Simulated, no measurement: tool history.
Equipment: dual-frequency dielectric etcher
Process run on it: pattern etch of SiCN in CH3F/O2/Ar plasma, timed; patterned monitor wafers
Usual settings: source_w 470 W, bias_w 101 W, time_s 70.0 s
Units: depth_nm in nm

run   hour  source_w  bias_w  time_s  read-back reference wafer on the same gauge, depth_nm  depth_nm
  1    0.0       470     109    70.0                                                  28.86     35.31
  2   13.2       470     109    70.0                                                  28.89     34.85
  3   28.9       470     101    70.0                                                  28.91     33.79
  4   41.9       470     101    70.0                                                  28.86     33.66
  5   66.1       470     101    70.0                                                  28.94     33.64
  6   88.0       470     101    79.0                                                  28.89     37.82
  7  121.0       470     101    70.0                                                  28.88     33.28
     146.9  -- gauge calibrated
  8  156.9       470     101    70.0                                                  28.91     33.14
  9  181.0       470     101    50.0                                                  28.88     23.80
     195.8  -- source power generator calibrated
     221.7  -- upper electrode replaced
     225.8  -- wet clean of the chamber
     269.4  -- bias power generator calibrated
 10  275.7       420     123    70.0                                                  28.91     36.28
 11  308.1       470      86    88.5                                                  28.89     40.05
 12  331.6       590     101    70.0                                                  28.91     36.11
 13  344.1       360      76    59.5                                                  28.87     23.74
 14  356.7       470      78    52.0                                                  28.85     22.39

Give the tool's hidden conditions for every run:
source power that arrives over what is set, %: 0 on each run
bias power that arrives over what is set, %: 0 on each run
gauge reads high (%): 0 on each run
H1: etch rate over this chamber's usual, %
run     H1
  1  -2.19
  2  -2.32
  3  -2.48
  4  -2.61
  5  -2.86
  6  -3.08
  7  -3.41
  8  -3.77
  9  -4.02
 10   -1.1
 11  -1.43
 12  -1.67
 13  -1.79
 14  -1.92

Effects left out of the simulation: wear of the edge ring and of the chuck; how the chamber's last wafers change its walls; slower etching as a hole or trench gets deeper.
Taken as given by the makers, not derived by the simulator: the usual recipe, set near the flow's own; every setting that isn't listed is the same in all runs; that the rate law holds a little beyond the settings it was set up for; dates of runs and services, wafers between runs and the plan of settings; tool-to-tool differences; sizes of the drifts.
